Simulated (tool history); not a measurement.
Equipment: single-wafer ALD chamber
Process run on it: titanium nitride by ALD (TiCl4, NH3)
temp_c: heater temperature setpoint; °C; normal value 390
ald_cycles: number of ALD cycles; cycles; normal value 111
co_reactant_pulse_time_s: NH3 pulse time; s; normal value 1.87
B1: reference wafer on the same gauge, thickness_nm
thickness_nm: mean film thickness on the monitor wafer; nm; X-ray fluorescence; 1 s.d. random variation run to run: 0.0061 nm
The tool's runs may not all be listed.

Run 1, hour 0: usual settings but co_reactant_pulse_time_s 2.47 s; B1 2.692. Result: thickness_nm 2.495 nm.
At hour 15.1: thermocouple changed; heater temperature recalibrated.
Run 2, hour 104.3: usual settings but co_reactant_pulse_time_s 2.47 s; B1 2.697. Result: thickness_nm 2.499 nm.
Run 3, hour 191: usual settings but co_reactant_pulse_time_s 2.47 s; B1 2.7. Result: thickness_nm 2.496 nm.
Run 4, hour 258.1: usual settings but ald_cycles 117 cycles; B1 2.701. Result: thickness_nm 2.607 nm.
Run 5, hour 310.4: usual settings but ald_cycles 125 cycles; B1 2.705. Result: thickness_nm 2.779 nm.
Run 6, hour 409.7: usual settings but ald_cycles 119 cycles, co_reactant_pulse_time_s 1.38 s; B1 2.709. Result: thickness_nm 2.632 nm.
Run 7, hour 510.2: usual settings; B1 2.715. Result: thickness_nm 2.493 nm.
Run 8, hour 593.8: usual settings; B1 2.716. Result: thickness_nm 2.482 nm.
Run 9, hour 641.9: usual settings; B1 2.718. Result: thickness_nm 2.499 nm.
Run 10, hour 694.9: usual settings but temp_c 399 °C; B1 2.72. Result: thickness_nm 2.509 nm.
Run 11, hour 765.3: usual settings but ald_cycles 96 cycles; B1 2.723. Result: thickness_nm 2.162 nm.
Run 12, hour 806.4: usual settings but ald_cycles 96 cycles; B1 2.727. Result: thickness_nm 2.16 nm.
At hour 839.7: gauge calibrated.
Run 13, hour 859.1: usual settings; B1 2.677. Result: thickness_nm 2.447 nm.
Run 14, hour 938.6: usual settings; B1 2.682. Result: thickness_nm 2.448 nm.
Run 15, hour 1028.5: usual settings but temp_c 381 °C, ald_cycles 132 cycles, co_reactant_pulse_time_s 2.5 s; B1 2.685. Result: thickness_nm 2.932 nm.
Run 16, hour 1114.4: usual settings but co_reactant_pulse_time_s 1.27 s; B1 2.688. Result: thickness_nm 2.413 nm.
Run 17, hour 1202.4: usual settings but ald_cycles 123 cycles; B1 2.692. Result: thickness_nm 2.732 nm.
At hour 1214.5: showerhead replaced.
Run 18, hour 1255.7: usual settings but temp_c 383 °C, ald_cycles 127 cycles; B1 2.692. Result: thickness_nm 2.793 nm.
Run 19, hour 1342.2: usual settings but temp_c 379 °C; B1 2.695. Result: thickness_nm 2.441 nm.
At hour 1417.8: thermocouple changed; heater temperature recalibrated.
Run 20, hour 1418.9: usual settings but ald_cycles 96 cycles, co_reactant_pulse_time_s 1.2 s; B1 2.7. Result: thickness_nm 2.106 nm.
Run 21, hour 1595.1: usual settings but ald_cycles 129 cycles, co_reactant_pulse_time_s 1.43 s; B1 2.708. Result: thickness_nm 2.848 nm.
Run 22, hour 1658: usual settings but co_reactant_pulse_time_s 2.21 s; B1 2.711. Result: thickness_nm 2.492 nm.
Run 23, hour 1698.5: usual settings but ald_cycles 129 cycles, co_reactant_pulse_time_s 1.43 s; B1 2.712. Result: thickness_nm 2.856 nm.
Run 24, hour 1755: usual settings but temp_c 402 °C, ald_cycles 101 cycles, co_reactant_pulse_time_s 2.33 s; B1 2.715. Result: thickness_nm 2.306 nm.
Run 25, hour 1805.2: usual settings; B1 2.717. Result: thickness_nm 2.497 nm.
Run 26, hour 1878.7: usual settings but temp_c 404 °C, ald_cycles 119 cycles, co_reactant_pulse_time_s 2.21 s; B1 2.719. Result: thickness_nm 2.716 nm.
Run 27, hour 1937.3: usual settings but ald_cycles 126 cycles; B1 2.722. Result: thickness_nm 2.827 nm.

Consider 5 possible next runs. They are alternatives, not a sequence: every one starts from the tool as it was left by run 27. What does each give?
Run A, hour 1937.9: usual settings but ald_cycles 99 cycles; B1 ?. Result: thickness_nm ?.
Run B, hour 1937.9: usual settings but temp_c 377 °C, ald_cycles 127 cycles, co_reactant_pulse_time_s 1.42 s; B1 ?. Result: thickness_nm ?.
Run C, hour 1937.9: usual settings but temp_c 395 °C, co_reactant_pulse_time_s 2.41 s; B1 ?. Result: thickness_nm ?.
Run D, hour 1937.9: usual settings but temp_c 403 °C, ald_cycles 131 cycles; B1 ?. Result: thickness_nm ?.
Run E, hour 1937.9: usual settings but co_reactant_pulse_time_s 1.42 s; B1 ?. Result: thickness_nm ?.

run     B1  thickness_nm
  A  2.722         2.214
  B  2.722         2.754
  C  2.722         2.521
  D  2.722         2.964
  E  2.722         2.452
Stripped of hidden state, with their random variation kept, the same runs would have yielded:
run  thickness_nm
  A          2.18
  B         2.711
  C         2.482
  D         2.919
  E         2.414

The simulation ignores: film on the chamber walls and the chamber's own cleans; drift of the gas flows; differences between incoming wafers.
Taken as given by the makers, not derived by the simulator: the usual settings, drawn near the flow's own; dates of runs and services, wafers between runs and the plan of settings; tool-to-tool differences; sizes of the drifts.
